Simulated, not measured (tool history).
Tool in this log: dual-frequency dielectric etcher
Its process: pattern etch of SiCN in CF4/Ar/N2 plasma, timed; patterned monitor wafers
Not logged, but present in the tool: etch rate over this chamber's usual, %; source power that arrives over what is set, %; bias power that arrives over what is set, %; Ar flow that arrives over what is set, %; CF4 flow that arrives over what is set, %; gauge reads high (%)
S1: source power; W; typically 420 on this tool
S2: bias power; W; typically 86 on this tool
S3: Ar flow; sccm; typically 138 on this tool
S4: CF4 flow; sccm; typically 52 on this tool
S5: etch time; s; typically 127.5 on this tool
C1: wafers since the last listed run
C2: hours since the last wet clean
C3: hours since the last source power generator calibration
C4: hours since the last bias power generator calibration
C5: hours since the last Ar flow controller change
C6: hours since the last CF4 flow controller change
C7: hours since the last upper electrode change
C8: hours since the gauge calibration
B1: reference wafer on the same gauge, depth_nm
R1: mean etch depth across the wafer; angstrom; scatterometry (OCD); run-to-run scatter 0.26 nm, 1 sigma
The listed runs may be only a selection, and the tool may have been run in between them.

| run | day | S1 | S2 | S3 | S4 | S5 | C1 | C2 | C3 | C4 | C5 | C6 | C7 | C8 | B1 | R1 |
|---|---|---|---|---|---|---|---|---|---|---|---|---|---|---|---|---|
| 1 | 0.000 | 490 | 86 | 126 | 61 | 160.5 | 0 | 240.4 | 5.8 | 255.2 | 3572.3 | 125.5 | 82.5 | 831.1 | 90.5 | 1486 |
| 2 | 0.967 | 380 | 86 | 138 | 40 | 127.5 | 308 | 263.6 | 29.0 | 278.4 | 3595.5 | 148.7 | 105.7 | 854.3 | 90.5 | 843 |
| 3 | 1.488 | 420 | 86 | 138 | 52 | 127.5 | 166 | 276.1 | 41.5 | 290.9 | 3608.0 | 161.2 | 118.2 | 866.8 | 90.5 | 967 |
| 4 | 2.921 | 340 | 86 | 157 | 52 | 127.5 | 457 | 310.5 | 75.9 | 325.3 | 3642.4 | 195.6 | 152.6 | 901.2 | 90.4 | 759 |
|  | 3.767 | gauge calibrated |
| 5 | 4.012 | 420 | 65 | 138 | 52 | 127.5 | 348 | 336.7 | 102.1 | 351.5 | 3668.6 | 221.8 | 178.8 | 5.9 | 90.5 | 833 |
| 6 | 4.679 | 420 | 86 | 138 | 52 | 127.5 | 212 | 352.7 | 118.1 | 367.5 | 3684.6 | 237.8 | 194.8 | 21.9 | 90.5 | 968 |
| 7 | 5.729 | 370 | 86 | 168 | 40 | 140.5 | 335 | 377.9 | 143.3 | 392.7 | 3709.8 | 263.0 | 220.0 | 47.1 | 90.3 | 874 |
|  | 7.588 | wet clean of the chamber |
| 8 | 7.608 | 420 | 80 | 138 | 62 | 127.5 | 280 | 0.5 | 188.4 | 437.8 | 3754.9 | 308.1 | 265.1 | 92.2 | 90.5 | 955 |
| 9 | 7.621 | 420 | 86 | 138 | 52 | 160.0 | 3 | 0.8 | 188.7 | 438.1 | 3755.2 | 308.4 | 265.4 | 92.5 | 90.4 | 1214 |
| 10 | 8.525 | 360 | 93 | 117 | 64 | 127.5 | 288 | 22.5 | 210.4 | 459.8 | 3776.9 | 330.1 | 287.1 | 114.2 | 90.2 | 906 |
|  | 8.779 | Ar flow controller replaced |
| 11 | 9.338 | 420 | 86 | 155 | 41 | 127.5 | 179 | 42.0 | 229.9 | 479.3 | 13.4 | 349.6 | 306.6 | 133.7 | 90.4 | 917 |
| 12 | 10.708 | 420 | 101 | 111 | 42 | 149.0 | 437 | 74.9 | 262.8 | 512.2 | 46.3 | 382.5 | 339.5 | 166.6 | 90.5 | 1235 |
| 13 | 11.338 | 460 | 86 | 138 | 52 | 127.5 | 200 | 90.0 | 277.9 | 527.3 | 61.4 | 397.6 | 354.6 | 181.7 | 90.5 | 1066 |
| 14 | 11.850 | 500 | 99 | 117 | 45 | 127.5 | 163 | 102.3 | 290.2 | 539.6 | 73.7 | 409.9 | 366.9 | 194.0 | 90.4 | 1247 |
| 15 | 13.171 | 380 | 86 | 138 | 52 | 127.5 | 421 | 134.0 | 321.9 | 571.3 | 105.4 | 441.6 | 398.6 | 225.7 | 90.3 | 871 |
| 16 | 14.362 | 320 | 86 | 152 | 56 | 137.5 | 380 | 162.6 | 350.5 | 599.9 | 134.0 | 470.2 | 427.2 | 254.3 | 90.4 | 774 |
| 17 | 15.075 | 390 | 86 | 157 | 52 | 127.5 | 227 | 179.7 | 367.6 | 617.0 | 151.1 | 487.3 | 444.3 | 271.4 | 90.5 | 872 |
| 18 | 15.917 | 420 | 86 | 138 | 52 | 127.5 | 268 | 199.9 | 387.8 | 637.2 | 171.3 | 507.5 | 464.5 | 291.6 | 90.3 | 963 |
| 19 | 16.646 | 380 | 86 | 138 | 40 | 127.5 | 232 | 217.4 | 405.3 | 654.7 | 188.8 | 525.0 | 482.0 | 309.1 | 90.4 | 838 |
| 20 | 17.708 | 360 | 100 | 157 | 52 | 160.5 | 339 | 242.9 | 430.8 | 680.2 | 214.3 | 550.5 | 507.5 | 334.6 | 90.4 | 1099 |
| 21 | 18.592 | 420 | 86 | 121 | 56 | 95.0 | 282 | 264.1 | 452.0 | 701.4 | 235.5 | 571.7 | 528.7 | 355.8 | 90.4 | 739 |

For each entry between runs, how does the tool's hidden state at the last listed run before it compare with that at the first listed run after it?
In the gap between runs 4 and 5: gauge calibrated (day 3.767)
  source power that arrives over what is set, %: -0.435 -> -0.477; bias power that arrives over what is set, %: 0.301 -> 0.288
  measured result minus the result with no hidden state, R1: -2 -> -2 angstrom
In the gap between runs 7 and 8: wet clean of the chamber (day 7.588)
  source power that arrives over what is set, %: -0.543 -> -0.615; bias power that arrives over what is set, %: 0.265 -> 0.236
  measured result minus the result with no hidden state, R1: -4 -> -5 angstrom
In the gap between runs 10 and 11: Ar flow controller replaced (day 8.779)
  source power that arrives over what is set, %: -0.65 -> -0.681; bias power that arrives over what is set, %: 0.221 -> 0.207
  measured result minus the result with no hidden state, R1: -5 -> -6 angstrom
